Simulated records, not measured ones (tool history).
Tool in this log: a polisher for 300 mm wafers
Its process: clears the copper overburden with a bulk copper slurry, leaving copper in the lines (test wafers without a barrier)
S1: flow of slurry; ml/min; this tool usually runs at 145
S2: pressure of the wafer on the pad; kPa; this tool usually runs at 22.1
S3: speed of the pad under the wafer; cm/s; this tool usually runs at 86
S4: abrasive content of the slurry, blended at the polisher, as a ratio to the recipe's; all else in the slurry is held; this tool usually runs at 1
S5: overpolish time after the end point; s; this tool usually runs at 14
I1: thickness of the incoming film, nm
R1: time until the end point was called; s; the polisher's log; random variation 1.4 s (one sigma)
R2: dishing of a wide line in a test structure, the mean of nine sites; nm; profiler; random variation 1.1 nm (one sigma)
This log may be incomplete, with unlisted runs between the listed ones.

{"run": 1, "hour": 0.0, "S1": 145, "S2": 22.1, "S3": 86, "S4": 1, "S5": 14, "I1": 1265, "R1": 159.4, "R2": 62.4}
{"run": 2, "hour": 10.6, "S1": 145, "S2": 22.1, "S3": 86, "S4": 1, "S5": 14, "I1": 1304, "R1": 163.9, "R2": 62.5}
{"run": 3, "hour": 22.0, "S1": 145, "S2": 22.1, "S3": 86, "S4": 1, "S5": 14, "I1": 1257.4, "R1": 157.6, "R2": 61.5}
{"run": 4, "hour": 30.4, "S1": 145, "S2": 22.1, "S3": 86, "S4": 1, "S5": 14, "I1": 1261.1, "R1": 159.3, "R2": 60.8}
{"run": 5, "hour": 37.1, "S1": 145, "S2": 22.1, "S3": 86, "S4": 1, "S5": 14, "I1": 1291, "R1": 162.2, "R2": 60.6}
{"run": 6, "hour": 46.2, "S1": 110, "S2": 25.5, "S3": 110, "S4": 0.85, "S5": 14, "I1": 1264.2, "R1": 129.9, "R2": 73.2}
{"run": 7, "hour": 53.7, "S1": 165, "S2": 22.1, "S3": 86, "S4": 1, "S5": 14, "I1": 1292.5, "R1": 159, "R2": 62.8}
{"run": 8, "hour": 63.9, "S1": 195, "S2": 17.2, "S3": 112, "S4": 0.9, "S5": 14, "I1": 1251, "R1": 141.5, "R2": 66.4}
{"run": 9, "hour": 70.3, "S1": 145, "S2": 26.2, "S3": 86, "S4": 1, "S5": 22, "I1": 1284.7, "R1": 141.1, "R2": 90.6}
{"run": 10, "hour": 85.0, "S1": 145, "S2": 22.1, "S3": 86, "S4": 1, "S5": 14, "I1": 1268.3, "R1": 159, "R2": 60.6}
{"run": 11, "hour": 99.6, "S1": 145, "S2": 22.1, "S3": 86, "S4": 1, "S5": 14, "I1": 1283.1, "R1": 165.1, "R2": 62.3}
{"run": 12, "hour": 113.1, "S1": 180, "S2": 17.9, "S3": 86, "S4": 0.7, "S5": 14, "I1": 1258.8, "R1": 195.2, "R2": 50.6}
{"hour": 116.8, "done": "slurry blender recalibrated"}
{"hour": 123.6, "done": "worn pad replaced by a new one"}
{"run": 13, "hour": 124.1, "S1": 145, "S2": 22.1, "S3": 86, "S4": 1, "S5": 14, "I1": 1278.7, "R1": 165.7, "R2": 62.1}
{"run": 14, "hour": 137.2, "S1": 145, "S2": 22.1, "S3": 86, "S4": 1, "S5": 14, "I1": 1276.3, "R1": 162.7, "R2": 60.3}
{"run": 15, "hour": 146.8, "S1": 145, "S2": 17.2, "S3": 86, "S4": 1, "S5": 16, "I1": 1283.2, "R1": 208.1, "R2": 56.1}
{"hour": 157.4, "done": "slurry nozzle cleaned"}
{"run": 16, "hour": 159.9, "S1": 145, "S2": 26.2, "S3": 72, "S4": 1.3, "S5": 20, "I1": 1280.9, "R1": 136.8, "R2": 85.9}
{"run": 17, "hour": 169.2, "S1": 145, "S2": 22.1, "S3": 70, "S4": 1, "S5": 14, "I1": 1282.9, "R1": 176.9, "R2": 57.2}
{"run": 18, "hour": 175.2, "S1": 145, "S2": 22.1, "S3": 86, "S4": 1, "S5": 8, "I1": 1279, "R1": 143.3, "R2": 44.7}
{"hour": 182.7, "done": "head pressure recalibrated"}
{"run": 19, "hour": 189.1, "S1": 145, "S2": 22.1, "S3": 86, "S4": 1, "S5": 14, "I1": 1277.5, "R1": 144.1, "R2": 67.4}
{"run": 20, "hour": 195.1, "S1": 145, "S2": 17.2, "S3": 86, "S4": 1, "S5": 16, "I1": 1292.9, "R1": 178, "R2": 60.2}
{"run": 21, "hour": 208.4, "S1": 145, "S2": 26.9, "S3": 86, "S4": 1.2, "S5": 14, "I1": 1270.9, "R1": 114, "R2": 75.7}
{"run": 22, "hour": 238.4, "S1": 145, "S2": 22.1, "S3": 86, "S4": 1, "S5": 14, "I1": 1272, "R1": 142.4, "R2": 68.4}
{"run": 23, "hour": 247.4, "S1": 145, "S2": 17.2, "S3": 106, "S4": 1, "S5": 14, "I1": 1285.7, "R1": 146.4, "R2": 65.5}
{"run": 24, "hour": 264.2, "S1": 145, "S2": 26.2, "S3": 86, "S4": 1, "S5": 14, "I1": 1276.5, "R1": 125.7, "R2": 74.6}
{"run": 25, "hour": 280.1, "S1": 145, "S2": 22.1, "S3": 112, "S4": 1, "S5": 11, "I1": 1282.5, "R1": 111.7, "R2": 67.9}
{"run": 26, "hour": 288.0, "S1": 145, "S2": 22.1, "S3": 86, "S4": 0.85, "S5": 8, "I1": 1272.3, "R1": 151.8, "R2": 41.9}
{"run": 27, "hour": 299.5, "S1": 100, "S2": 17.2, "S3": 62, "S4": 1, "S5": 12, "I1": 1269.6, "R1": 268.2, "R2": 35.9}
{"run": 28, "hour": 306.1, "S1": 95, "S2": 22.1, "S3": 86, "S4": 1, "S5": 14, "I1": 1271.2, "R1": 164.1, "R2": 60.2}

What if the next run were any one of these 5? Each begins from the tool's condition after run 28:
{"run": "A", "hour": 306.6, "S1": 145, "S2": 22.1, "S3": 86, "S4": 1, "S5": 14, "I1": 1282.4, "R1": "?", "R2": "?"}
{"run": "B", "hour": 306.6, "S1": 170, "S2": 22.1, "S3": 86, "S4": 1, "S5": 17, "I1": 1282.4, "R1": "?", "R2": "?"}
{"run": "C", "hour": 306.6, "S1": 195, "S2": 19.3, "S3": 86, "S4": 1, "S5": 14, "I1": 1282.4, "R1": "?", "R2": "?"}
{"run": "D", "hour": 306.6, "S1": 145, "S2": 22.1, "S3": 86, "S4": 0.85, "S5": 14, "I1": 1282.4, "R1": "?", "R2": "?"}
{"run": "E", "hour": 306.6, "S1": 145, "S2": 17.2, "S3": 86, "S4": 1, "S5": 14, "I1": 1282.4, "R1": "?", "R2": "?"}

run=A R1=143.3 R2=65.7
run=B R1=138.8 R2=75.9
run=C R1=151.7 R2=62.2
run=D R1=149.8 R2=63.7
run=E R1=176.1 R2=55.4
Had the tool no hidden state, the same runs would have come out as:
run=A R1=139.9 R2=66.7
run=B R1=136 R2=76.8
run=C R1=149 R2=62.9
run=D R1=146.3 R2=64.8
run=E R1=172 R2=56.3
